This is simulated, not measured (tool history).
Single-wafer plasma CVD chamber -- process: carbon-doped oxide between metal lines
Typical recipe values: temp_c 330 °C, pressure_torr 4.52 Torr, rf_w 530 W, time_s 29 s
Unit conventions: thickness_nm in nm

run	hour	temp_c	pressure_torr	rf_w	time_s	read-back reference wafer on the same gauge, thickness_nm	thickness_nm
1	0	330	4.52	575	24.9	120.644	128.772
# hour 24.7: gauge calibrated
2	53.5	330	4.52	530	29	124.301	146.525
3	86.7	330	4.52	530	29	123.817	146.858
4	156.8	330	4.52	530	29	123.237	145.82
5	213.6	330	5.18	530	33.1	122.712	168.781
6	239.7	330	5.18	530	33.1	122.462	167.691
# hour 261.5: capacitance manometer re-zeroed and calibrated
7	301.9	330	4.52	530	25.8	122.043	128.439
8	337.8	330	4.52	530	29	122.039	145.178
9	362	330	4.52	530	27.7	121.766	136.983
10	429.9	330	4.52	495	29	121.413	138.377
11	463.9	342	4.52	530	26.4	121.314	123.861
12	499.7	330	4.52	570	26.8	121.142	136.665
13	560.4	322	4.06	530	27.4	121.027	138.397
# hour 582: RF generator calibrated
# hour 586: showerhead replaced
14	623.2	330	3.51	530	29	120.882	139.231
15	661.4	330	4.52	530	29	120.833	143.18
# hour 685: thermocouple changed; heater temperature recalibrated
16	716.8	330	4.52	530	30.8	120.736	150.729
17	759.8	330	4.52	530	29	120.736	142.424
18	826	330	4.52	530	29	120.625	142.15
19	882.2	319	5.05	530	30.5	120.713	159.652
# hour 915.5: gauge calibrated
20	927.2	330	3.96	530	27	125.257	135.935
21	997.3	330	4.52	530	29	124.524	145.765
22	1066.8	330	4.52	530	29	123.903	147.935
23	1136.1	338	4.52	530	29	123.16	142.088
24	1169.4	330	4.52	530	27.2	123.276	138.538
25	1193.6	321	4.52	595	29	123.065	160.575
26	1234.7	330	4.52	530	29	122.746	146.035
27	1263.9	319	5.57	530	26.8	122.53	143.546

Here are 5 independent what-if runs from the current tool condition. What would each one return?
A	1264.3	330	4.52	530	29	?	?
B	1264.3	330	5.44	475	29	?	?
C	1264.3	330	3.74	425	29	?	?
D	1264.3	320	4.23	465	32.2	?	?
E	1264.3	330	4.52	565	29	?	?

run	read-back reference wafer on the same gauge, thickness_nm	thickness_nm
A	122.594	144.772
B	122.594	139.568
C	122.594	123.865
D	122.594	153.953
E	122.594	150.13
Stripped of hidden state, with their random variation kept, the same runs would have yielded:
run	thickness_nm
A	147.63
B	142.324
C	126.311
D	156.993
E	153.094

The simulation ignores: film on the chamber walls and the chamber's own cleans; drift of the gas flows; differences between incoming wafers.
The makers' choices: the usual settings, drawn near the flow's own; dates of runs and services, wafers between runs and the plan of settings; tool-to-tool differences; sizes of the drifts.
